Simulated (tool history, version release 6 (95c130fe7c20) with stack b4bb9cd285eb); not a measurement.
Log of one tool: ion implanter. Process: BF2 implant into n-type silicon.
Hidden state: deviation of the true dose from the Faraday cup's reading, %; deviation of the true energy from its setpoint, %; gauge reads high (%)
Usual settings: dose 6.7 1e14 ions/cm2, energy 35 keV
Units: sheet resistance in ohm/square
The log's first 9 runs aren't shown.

run,hour,dose,energy,wafers since the last listed run,hours since the last dose calibration,hours since the extraction supply was calibrated,hours since the gauge calibration,"read-back reference wafer on the same gauge, sheet resistance",sheet resistance
10,780.7,7.62,35,1528,893.5,5316.1,2750.6,196.03,172.53
# hour 872.6: Faraday cup replaced and dose calibrated
11,883.3,7.62,35,2727,10.7,5418.7,2853.2,195.88,174.73
12,937.3,7.62,35,1557,64.7,5472.7,2907.2,196.11,174.83
13,990.1,6.7,28,1522,117.5,5525.5,2960,196.01,201.43
14,1073.3,7.43,35,2398,200.7,5608.7,3043.2,195.97,177.58
15,1148.4,6.7,46.5,2165,275.8,5683.8,3118.3,195.94,178.81
# hour 1230.9: gauge calibrated
# hour 1232.6: extraction supply calibrated
16,1233.1,5.97,23.5,2211,360.5,0.5,2.2,195.84,228.01
17,1285.7,7.34,35,1516,413.1,53.1,54.8,196.26,177.81
18,1327.1,5.26,40,1193,454.5,94.5,96.2,196.17,220.81
19,1382.7,5.66,35,1603,510.1,150.1,151.8,195.99,212.5
20,1461.6,4.85,23.5,2274,589,229,230.7,196.04,259.21
21,1522.1,6.7,28,1744,649.5,289.5,291.2,195.93,201.91
22,1612.2,7.62,35,2597,739.6,379.6,381.3,196.23,172.36
23,1676.8,5.52,29,1862,804.2,444.2,445.9,195.89,223.92
24,1721.7,4.83,35,1294,849.1,489.1,490.8,195.99,239.36
25,1806.6,8.65,39,2447,934,574,575.7,196.19,155.22
# hour 1826.1: Faraday cup replaced and dose calibrated
26,1903.2,5.77,29.5,2554,77.1,670.6,672.3,195.99,218.28
27,1943.3,6.7,42,1156,117.2,710.7,712.4,195.99,181.68
28,1992.7,6.7,35,1424,166.6,760.1,761.8,195.97,189.35
29,2047.7,5.43,41.5,1585,221.6,815.1,816.8,195.92,214.35
30,2096.9,6.7,35,1418,270.8,864.3,866,196.1,188.65
31,2203,8.13,28,3059,376.9,970.4,972.1,195.8,182.78
32,2251.4,5.42,28.5,1395,425.3,1018.8,1020.5,196.11,228.81
33,2305.6,6.7,35,1562,479.5,1073,1074.7,196,188.76

Forecast run 34:
34,2368,7.34,44,1799,541.9,1135.4,1137.1,?,?

{"run 34": {"read-back reference wafer on the same gauge, sheet resistance": 195.71, "sheet resistance": 168.04}}
Without the tool's hidden state the same run would have given sheet resistance 168.6 ohm/square.
